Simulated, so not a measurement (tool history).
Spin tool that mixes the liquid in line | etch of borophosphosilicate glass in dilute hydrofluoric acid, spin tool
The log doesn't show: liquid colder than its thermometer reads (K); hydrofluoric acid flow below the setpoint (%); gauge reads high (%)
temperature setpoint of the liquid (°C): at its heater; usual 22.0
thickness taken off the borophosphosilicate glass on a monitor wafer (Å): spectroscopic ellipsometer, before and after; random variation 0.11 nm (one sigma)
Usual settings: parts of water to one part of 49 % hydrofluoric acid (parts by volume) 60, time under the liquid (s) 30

run,hour,temperature setpoint of the liquid (°C),parts of water to one part of 49 % hydrofluoric acid (parts by volume),time under the liquid (s),wafers since the last listed run,hours since the thermometer was replaced,hours since the hydrofluoric acid flow meter was replaced,hours since the gauge calibration,"read-back film thickness of the borophosphosilicate glass reference wafer, read on the same gauge (nm)",thickness taken off the borophosphosilicate glass on a monitor wafer (Å)
1,0.0,22.0,60,30,0,175.0,1116.9,1042.3,109.98,119.3
# hour 35.0: hydrofluoric acid flow meter replaced
2,51.8,22.0,60,30,695,226.8,16.8,1094.1,110.00,128.2
3,89.2,22.0,60,30,511,264.2,54.2,1131.5,110.01,131.7
4,137.6,22.0,60,30,662,312.6,102.6,1179.9,110.01,128.0
5,238.5,22.0,60,30,1380,413.5,203.5,1280.8,110.00,126.2
6,330.2,22.0,60,30,1254,505.2,295.2,1372.5,109.93,126.3
7,389.4,22.0,60,30,810,564.4,354.4,1431.7,109.96,126.2
8,488.7,26.0,60,30,1358,663.7,453.7,1531.0,109.98,144.8
9,594.6,26.0,60,30,1449,769.6,559.6,1636.9,109.99,144.8
10,698.2,26.0,60,30,1417,873.2,663.2,1740.5,110.04,144.5
11,775.6,18.5,60,30,1059,950.6,740.6,1817.9,110.01,104.4
# hour 793.3: gauge calibrated
12,840.0,18.5,60,30,881,1015.0,805.0,46.7,109.99,106.1
13,934.5,22.0,60,30,1293,1109.5,899.5,141.2,110.01,121.5
14,1009.5,26.5,45,20,1026,1184.5,974.5,216.2,109.99,130.7
15,1049.5,22.0,60,30,547,1224.5,1014.5,256.2,110.05,118.6
16,1152.3,25.5,60,45,1406,1327.3,1117.3,359.0,109.99,205.0
17,1191.8,22.0,60,30,540,1366.8,1156.8,398.5,110.01,117.4
18,1227.9,22.0,60,30,494,1402.9,1192.9,434.6,110.01,115.8

The next listed run, before its measurement:
19,1298.8,26.5,90,35,970,1473.8,1263.8,505.5,?,?

{"run 19": {"read-back film thickness of the borophosphosilicate glass reference wafer, read on the same gauge (nm)": 110.01, "thickness taken off the borophosphosilicate glass on a monitor wafer (Å)": 103.4}}
Without the tool's hidden state the same run would have given thickness taken off the borophosphosilicate glass on a monitor wafer (Å) 117.1.
